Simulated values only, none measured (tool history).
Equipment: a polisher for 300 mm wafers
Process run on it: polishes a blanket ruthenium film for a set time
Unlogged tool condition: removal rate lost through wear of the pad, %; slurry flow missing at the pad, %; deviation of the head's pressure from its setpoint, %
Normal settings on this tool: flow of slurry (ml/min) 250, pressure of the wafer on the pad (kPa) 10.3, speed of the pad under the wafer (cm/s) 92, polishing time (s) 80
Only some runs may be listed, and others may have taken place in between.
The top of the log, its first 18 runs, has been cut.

run    hour  flow of slurry (ml/min)  pressure of the wafer on the pad (kPa)  speed of the pad under the wafer (cm/s)  polishing time (s)  wafers since the last listed run  wafers polished on this pad  hours since the slurry nozzle was cleaned  hours since the head pressure was calibrated  incoming thickness of the incoming film, nm  film removed (angstrom)
      946.3  -- slurry nozzle cleaned
 19   953.0                      215                                     8.3                                       78                 108                               583                         2779                                        6.7                                         274.9                                        628.5                      645
 20  1021.0                      165                                    10.3                                       92                  80                               605                         3385                                       74.7                                         342.9                                        637.6                      611
 21  1058.1                      220                                     9.0                                       78                  63                               330                         3715                                      111.8                                         380.0                                        639.9                      385
     1074.9  -- worn pad replaced by a new one, of another model than before
 22  1158.7                      250                                    10.3                                       92                  80                               860                          746                                      212.4                                         480.6                                        632.6                      659
 23  1220.1                      250                                    10.3                                       92                  80                               546                         1293                                      273.8                                         542.0                                        633.0                      650
 24  1248.9                      205                                     8.3                                       92                  80                               256                         1549                                      302.6                                         570.8                                        634.7                      568
 25  1310.3                      250                                    10.3                                       92                  80                               546                         2096                                      364.0                                         632.2                                        625.3                      656
     1339.2  -- slurry nozzle cleaned
 26  1358.1                      305                                     7.6                                       92                  80                               416                         2512                                       18.9                                         680.0                                        640.0                      588
 27  1416.9                      220                                    10.3                                      100                 100                               523                         3036                                       77.7                                         738.8                                        638.1                      846
 28  1448.0                      250                                    13.8                                       92                  80                               276                         3313                                      108.8                                         769.9                                        636.9                      750
 29  1475.6                      315                                    10.3                                       92                  80                               245                         3559                                      136.4                                         797.5                                        641.6                      665
     1514.8  -- worn pad replaced by a new one
 30  1523.6                      250                                    10.3                                       92                  80                               391                           78                                      184.4                                         845.5                                        626.7                      661
 31  1560.8                      250                                    10.3                                       92                  80                               331                          409                                      221.6                                         882.7                                        619.9                      666
     1568.9  -- head pressure recalibrated
 32  1610.1                      325                                    10.3                                       92                  80                               421                          831                                      270.9                                          41.2                                        633.5                      706
     1785.1  -- slurry nozzle cleaned
 33  1797.6                      205                                     7.6                                       76                  80                              1660                         2491                                       12.5                                         228.7                                        633.5                      512
 34  1822.3                      250                                    10.3                                      118                  80                               219                         2711                                       37.2                                         253.4                                        632.9                      775
 35  1894.2                      250                                    10.3                                       92                  80                               640                         3351                                      109.1                                         325.3                                        627.6                      659
     1945.0  -- worn pad replaced by a new one
 36  1960.9                      250                                    11.7                                      106                  96                               558                          141                                      175.8                                         392.0                                        624.4                      921
 37  2007.0                      250                                    10.3                                       92                  80                               410                          551                                      221.9                                         438.1                                        626.2                      661

Each row is a separate what-if for the run after 37, all from the same tool condition, not one after another. Results?
  A  2007.4                      250                                    10.3                                       92                  56                                 3                          555                                      222.3                                         438.5                                        637.1                        ?
  B  2007.4                      220                                    11.7                                       76                  91                                 3                          555                                      222.3                                         438.5                                        637.1                        ?
  C  2007.4                      215                                    10.3                                      120                  80                                 3                          555                                      222.3                                         438.5                                        637.1                        ?
  D  2007.4                      250                                     6.9                                       92                  80                                 3                          555                                      222.3                                         438.5                                        637.1                        ?

run  film removed (angstrom)
  A                      460
  B                      700
  C                      747
  D                      555
Without the tool's hidden state the same runs would have given:
run  film removed (angstrom)
  A                      485
  B                      737
  C                      787
  D                      584

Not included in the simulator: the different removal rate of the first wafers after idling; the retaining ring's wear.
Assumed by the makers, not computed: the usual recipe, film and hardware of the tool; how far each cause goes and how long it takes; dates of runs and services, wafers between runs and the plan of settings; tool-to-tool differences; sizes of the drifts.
